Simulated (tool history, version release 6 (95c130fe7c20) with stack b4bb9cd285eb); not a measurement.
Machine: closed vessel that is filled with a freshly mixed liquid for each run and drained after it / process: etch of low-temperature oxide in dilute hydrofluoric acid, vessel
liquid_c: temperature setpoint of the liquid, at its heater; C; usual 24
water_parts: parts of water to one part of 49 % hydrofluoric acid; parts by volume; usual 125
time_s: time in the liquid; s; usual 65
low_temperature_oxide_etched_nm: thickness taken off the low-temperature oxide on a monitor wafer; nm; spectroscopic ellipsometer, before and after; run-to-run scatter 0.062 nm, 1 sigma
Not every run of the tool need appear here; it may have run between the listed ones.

run	hour	liquid_c	water_parts	time_s	read-back film thickness of the low-temperature oxide reference wafer, read on the same gauge (nm)	low_temperature_oxide_etched_nm
1	0	24	125	80	120.01	8.1
2	72.6	24	125	65	120.02	6.42
3	157.1	24	125	65	120.01	6.35
# hour 243.8: thermometer replaced
4	262.2	24	125	65	120.01	6.44
5	337.1	24	125	65	120.01	6.32
6	424.1	24	110	65	120	7.32
# hour 503.1: hydrofluoric acid flow meter replaced, repeated, since the last time left the tool worse
7	505.1	22	125	85	120.01	9.07
8	558.3	22	125	85	120.01	8.92
9	610.1	24	125	65	120	7.38
# hour 716.4: gauge calibrated
10	792.4	24	125	65	120	7.25
11	829.1	24	125	65	119.97	7.44
12	918.1	21.5	75	55	120.01	9.86
13	1052.8	24	125	65	120	7.13
14	1110.2	21.5	80	100	120.01	16.53
15	1173.6	22.5	105	50	120.01	6.32
16	1269.2	22.5	125	65	120.04	6.67
# hour 1345.6: hydrofluoric acid flow meter replaced
17	1346	24	100	65	120	9.59
18	1434	21.5	105	30	120.04	3.78
19	1512.1	22	145	65	120	5.74
20	1591	24	125	65	120.01	7.28
# hour 1610: thermometer replaced
21	1720.5	22	185	85	120.05	5.51

Forecast run 22:
22	1811.2	25.5	75	65	?	?

For run 22 the tool returned read-back film thickness of the low-temperature oxide reference wafer, read on the same gauge (nm) 120.02, low_temperature_oxide_etched_nm 13.78 nm.
Without the tool's hidden state the same run would have given low_temperature_oxide_etched_nm 14.27 nm.

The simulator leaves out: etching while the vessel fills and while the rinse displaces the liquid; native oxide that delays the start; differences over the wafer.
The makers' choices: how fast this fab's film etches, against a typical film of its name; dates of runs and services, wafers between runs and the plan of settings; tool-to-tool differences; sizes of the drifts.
